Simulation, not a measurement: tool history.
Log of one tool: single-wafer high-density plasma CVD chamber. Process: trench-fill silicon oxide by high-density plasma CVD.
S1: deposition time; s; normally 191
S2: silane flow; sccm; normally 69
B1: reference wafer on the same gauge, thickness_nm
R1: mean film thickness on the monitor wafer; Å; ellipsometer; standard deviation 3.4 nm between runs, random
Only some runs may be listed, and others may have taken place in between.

run 1 hour=0 | S1=191 S2=69 | B1=1469.775 | R1=13065.56
run 2 hour=39.8 | S1=191 S2=69 | B1=1468.321 | R1=13022.21
run 3 hour=68.7 | S1=191 S2=69 | B1=1469.751 | R1=13051.61
run 4 hour=139.1 | S1=191 S2=69 | B1=1468.263 | R1=13097.73
run 5 hour=178.3 | S1=191 S2=69 | B1=1467.729 | R1=13032.24
run 6 hour=241.5 | S1=191 S2=69 | B1=1467.271 | R1=13051.97
run 7 hour=302.2 | S1=213 S2=73 | B1=1467.962 | R1=15275.86
run 8 hour=350.5 | S1=191 S2=72 | B1=1468.646 | R1=13586.91
run 9 hour=413 | S1=191 S2=72 | B1=1466.809 | R1=13643.41
run 10 hour=470.7 | S1=175 S2=60 | B1=1467.514 | R1=10508.27
run 11 hour=516.4 | S1=175 S2=60 | B1=1467.331 | R1=10561.39
run 12 hour=553.4 | S1=175 S2=64 | B1=1467.108 | R1=11135.75
run 13 hour=618.7 | S1=175 S2=64 | B1=1467.712 | R1=11170.33
run 14 hour=668 | S1=175 S2=64 | B1=1465.975 | R1=11206.34
run 15 hour=702.3 | S1=191 S2=69 | B1=1466.08 | R1=13028.6
run 16 hour=743.9 | S1=191 S2=69 | B1=1466.252 | R1=13043.21
-- hour=756 gauge calibrated
run 17 hour=808.4 | S1=191 S2=69 | B1=1486.212 | R1=13237.62
run 18 hour=862.8 | S1=191 S2=69 | B1=1485.071 | R1=13166.99
run 19 hour=900.4 | S1=191 S2=69 | B1=1482.966 | R1=13171.44
run 20 hour=954.8 | S1=191 S2=69 | B1=1481.798 | R1=13159.92
run 21 hour=1001.4 | S1=180 S2=58 | B1=1480.109 | R1=10622.08
run 22 hour=1058.3 | S1=191 S2=57 | B1=1479.141 | R1=11071.91
run 23 hour=1196.9 | S1=191 S2=69 | B1=1476.579 | R1=13179.16
run 24 hour=1229.2 | S1=154 S2=58 | B1=1475.645 | R1=9101.33
run 25 hour=1292.7 | S1=219 S2=57 | B1=1473.444 | R1=12669.47
run 26 hour=1362.8 | S1=227 S2=77 | B1=1473.429 | R1=17143.95
run 27 hour=1397.8 | S1=210 S2=78 | B1=1472.562 | R1=16066.33
-- hour=1457.3 silane flow controller replaced
run 28 hour=1457.8 | S1=175 S2=58 | B1=1470.809 | R1=10269.3
run 29 hour=1646.5 | S1=191 S2=72 | B1=1469.36 | R1=13584.65
run 30 hour=1709.7 | S1=229 S2=64 | B1=1468.783 | R1=14666.51
run 31 hour=1770.5 | S1=210 S2=78 | B1=1467.256 | R1=16078.36
run 32 hour=1796.8 | S1=191 S2=80 | B1=1467.996 | R1=15009.12
run 33 hour=1828.2 | S1=226 S2=58 | B1=1468.857 | R1=13210.32
run 34 hour=1876.1 | S1=161 S2=69 | B1=1467.516 | R1=10983.41
run 35 hour=1917.8 | S1=191 S2=69 | B1=1466.541 | R1=13051.76
run 36 hour=1949.7 | S1=210 S2=61 | B1=1466.359 | R1=12814.59
run 37 hour=1997.2 | S1=204 S2=62 | B1=1466.932 | R1=12707.1
run 38 hour=2066.9 | S1=175 S2=58 | B1=1467.587 | R1=10221.71
run 39 hour=2093.2 | S1=191 S2=65 | B1=1465.293 | R1=12324.26

Run 40, settings as shown, results not yet in. Your forecast:
run 40 hour=2161.5 | S1=171 S2=56 | B1=? | R1=?

Run 40 produced B1 1465.669, R1 9683.52 Å.
If the tool had no hidden condition, the same run with the same run-to-run variation would have returned R1 9848.32 Å.
